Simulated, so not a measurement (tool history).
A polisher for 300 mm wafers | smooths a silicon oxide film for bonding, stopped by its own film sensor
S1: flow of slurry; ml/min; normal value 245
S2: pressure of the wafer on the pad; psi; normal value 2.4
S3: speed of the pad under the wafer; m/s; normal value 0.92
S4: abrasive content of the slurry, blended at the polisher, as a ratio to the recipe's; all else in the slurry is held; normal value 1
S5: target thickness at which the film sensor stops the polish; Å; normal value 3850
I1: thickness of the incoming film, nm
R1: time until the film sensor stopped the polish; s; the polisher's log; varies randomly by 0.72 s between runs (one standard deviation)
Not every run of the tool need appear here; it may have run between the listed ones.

run,hour,S1,S2,S3,S4,S5,I1,R1
1,0,245,2.4,0.92,1,3850,437.1,55.9
2,95.3,245,2.4,0.92,1,3850,444.6,66.1
# hour 131.7: slurry nozzle cleaned
3,161.7,245,2.4,0.92,1,3850,435.7,57.2
# hour 220.6: slurry blender recalibrated
4,241.7,245,2.4,0.72,1,3850,432.3,65.8
# hour 323.8: worn pad replaced by a new one
5,348.1,245,2.4,0.72,1,3850,439.8,67.5
6,444.3,245,2.4,0.72,1,3850,440,69.3
7,508.6,245,2.4,0.92,1,3850,443.1,59.8
# hour 576.9: slurry nozzle cleaned
8,608.5,245,2.4,0.92,1,3850,444.8,64.6
9,648.9,245,2.4,0.92,1,3850,430,50.1
# hour 674.9: slurry blender recalibrated
10,746.2,245,2.4,0.92,1,3850,448.9,69.9
# hour 806.4: head pressure recalibrated
# hour 882.2: worn pad replaced by a new one
11,938.7,245,2.4,0.92,1,3850,437,54.2
12,1009,245,2.4,0.92,1,3850,436.8,54
13,1102.9,245,2.4,0.92,1,3850,441.3,59.9
# hour 1123.3: slurry blender recalibrated
# hour 1151.2: slurry nozzle cleaned
14,1168.5,245,2.4,0.92,1,3850,448.4,67.4
15,1274.5,245,2.7,0.92,1,4030,445.5,41.9
16,1333.2,245,2.4,1.22,1,3850,444.3,53.7
17,1397.9,245,2.1,1.12,1,3960,437.8,48
# hour 1460.8: worn pad replaced by a new one
18,1498.6,245,2.4,0.92,1,3850,434.5,52
# hour 1578.1: slurry blender recalibrated
19,1583.8,245,2.4,1.24,1,3850,440.2,45.6
20,1642.8,245,2.4,0.92,1,3850,432.3,49.5
# hour 1665.6: slurry nozzle cleaned
21,1738,245,2.4,0.92,1,3850,439.3,59.2
22,1843.1,245,2.6,0.92,0.9,3850,444.6,63.4
# hour 1906.3: worn pad replaced by a new one
23,1919.9,245,2.4,0.92,1,3850,437.3,53.1
24,2011.1,245,2.4,0.92,1,3850,436.7,53.7
25,2085.5,245,2.4,0.92,0.85,4020,434.3,35.5
# hour 2142: slurry blender recalibrated
26,2153.7,245,2.4,0.92,1,3850,438.3,57.4
# hour 2157.7: slurry nozzle cleaned
# hour 2209.8: head pressure recalibrated
27,2252.9,245,2.7,0.92,1,3970,432.2,34
28,2475.2,280,2.4,0.92,1.2,3850,436,55.9
# hour 2491.2: worn pad replaced by a new one
29,2583,280,1.8,0.92,0.8,3730,436.5,92.2

Here are 4 independent what-if runs from the current tool condition. What would each one return?
A,2583.4,245,2.4,0.92,1,3850,435.6,?
B,2583.4,245,2.4,1.08,1,3850,435.6,?
C,2583.4,170,2.8,0.92,1.2,3710,435.6,?
D,2583.4,190,2.4,0.92,1,3800,435.6,?

run,R1
A,52.7
B,46.4
C,57
D,59.5
Without the tool's unlogged condition, the same runs would have read:
run,R1
A,51
B,44.9
C,55.2
D,57.6
